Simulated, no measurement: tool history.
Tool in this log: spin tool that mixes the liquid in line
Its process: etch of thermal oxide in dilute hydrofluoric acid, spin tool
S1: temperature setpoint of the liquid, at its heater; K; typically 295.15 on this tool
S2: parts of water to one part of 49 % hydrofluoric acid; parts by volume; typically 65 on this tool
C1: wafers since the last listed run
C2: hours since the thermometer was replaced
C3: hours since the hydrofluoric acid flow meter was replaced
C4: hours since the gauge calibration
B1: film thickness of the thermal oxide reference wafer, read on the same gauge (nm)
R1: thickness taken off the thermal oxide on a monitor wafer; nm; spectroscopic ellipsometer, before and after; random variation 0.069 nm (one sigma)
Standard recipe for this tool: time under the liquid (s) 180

run 1 day=0 | S1=295.15 S2=65 time_under_the_liquid_(s)=260 | C1=0 C2=1732 C3=339.9 C4=89.9 | B1=130.02 | R1=18.06
run 2 day=1.783 | S1=295.15 S2=65 time_under_the_liquid_(s)=260 | C1=313 C2=1774.8 C3=382.7 C4=132.7 | B1=130 | R1=18.01
run 3 day=2.367 | S1=295.15 S2=65 time_under_the_liquid_(s)=180 | C1=102 C2=1788.8 C3=396.7 C4=146.7 | B1=130 | R1=12.3
run 4 day=3.108 | S1=295.15 S2=65 time_under_the_liquid_(s)=180 | C1=130 C2=1806.6 C3=414.5 C4=164.5 | B1=130.01 | R1=12.28
run 5 day=3.458 | S1=295.15 S2=65 time_under_the_liquid_(s)=180 | C1=61 C2=1815 C3=422.9 C4=172.9 | B1=130.01 | R1=12.37
-- day=3.688 hydrofluoric acid flow meter replaced
run 6 day=3.9 | S1=295.15 S2=65 time_under_the_liquid_(s)=180 | C1=70 C2=1825.6 C3=5.1 C4=183.5 | B1=129.98 | R1=11.15
-- day=4.15 thermometer replaced
run 7 day=4.171 | S1=295.15 S2=65 time_under_the_liquid_(s)=180 | C1=40 C2=0.5 C3=11.6 C4=190 | B1=130 | R1=11.24
run 8 day=4.475 | S1=298.15 S2=65 time_under_the_liquid_(s)=180 | C1=53 C2=7.8 C3=18.9 C4=197.3 | B1=129.99 | R1=12.68
-- day=4.758 gauge calibrated
-- day=5.058 hydrofluoric acid flow meter replaced, repeated, since the last time left the tool worse
run 9 day=5.212 | S1=295.15 S2=65 time_under_the_liquid_(s)=180 | C1=122 C2=25.5 C3=3.7 C4=10.9 | B1=130.01 | R1=13.51
run 10 day=5.771 | S1=295.15 S2=65 time_under_the_liquid_(s)=180 | C1=98 C2=38.9 C3=17.1 C4=24.3 | B1=129.99 | R1=13.43
run 11 day=6.504 | S1=296.65 S2=85 time_under_the_liquid_(s)=180 | C1=128 C2=56.5 C3=34.7 C4=41.9 | B1=129.98 | R1=10.56
run 12 day=7.021 | S1=295.15 S2=65 time_under_the_liquid_(s)=260 | C1=90 C2=68.9 C3=47.1 C4=54.3 | B1=129.97 | R1=19.25
run 13 day=7.304 | S1=290.65 S2=65 time_under_the_liquid_(s)=225 | C1=49 C2=75.7 C3=53.9 C4=61.1 | B1=129.98 | R1=13.79
run 14 day=7.962 | S1=295.15 S2=65 time_under_the_liquid_(s)=180 | C1=115 C2=91.5 C3=69.7 C4=76.9 | B1=130 | R1=13.29
run 15 day=8.475 | S1=298.15 S2=40 time_under_the_liquid_(s)=135 | C1=89 C2=103.8 C3=82 C4=89.2 | B1=130.02 | R1=18.9
run 16 day=9 | S1=292.15 S2=65 time_under_the_liquid_(s)=110 | C1=92 C2=116.4 C3=94.6 C4=101.8 | B1=130 | R1=7.12
run 17 day=9.6 | S1=291.15 S2=50 time_under_the_liquid_(s)=215 | C1=105 C2=130.8 C3=109 C4=116.2 | B1=130.01 | R1=17.48
run 18 day=10.058 | S1=291.65 S2=65 time_under_the_liquid_(s)=285 | C1=80 C2=141.8 C3=120 C4=127.2 | B1=129.98 | R1=17.81

Estimate the outcome of run 19 from the log above:
run 19 day=10.392 | S1=295.15 S2=90 time_under_the_liquid_(s)=180 | C1=58 C2=149.8 C3=128 C4=135.2 | B1=? | R1=?

Logged for run 19: B1 130.01, R1 9.16 nm.
Had the tool carried no hidden state, the very same run would have given R1 9.43 nm.
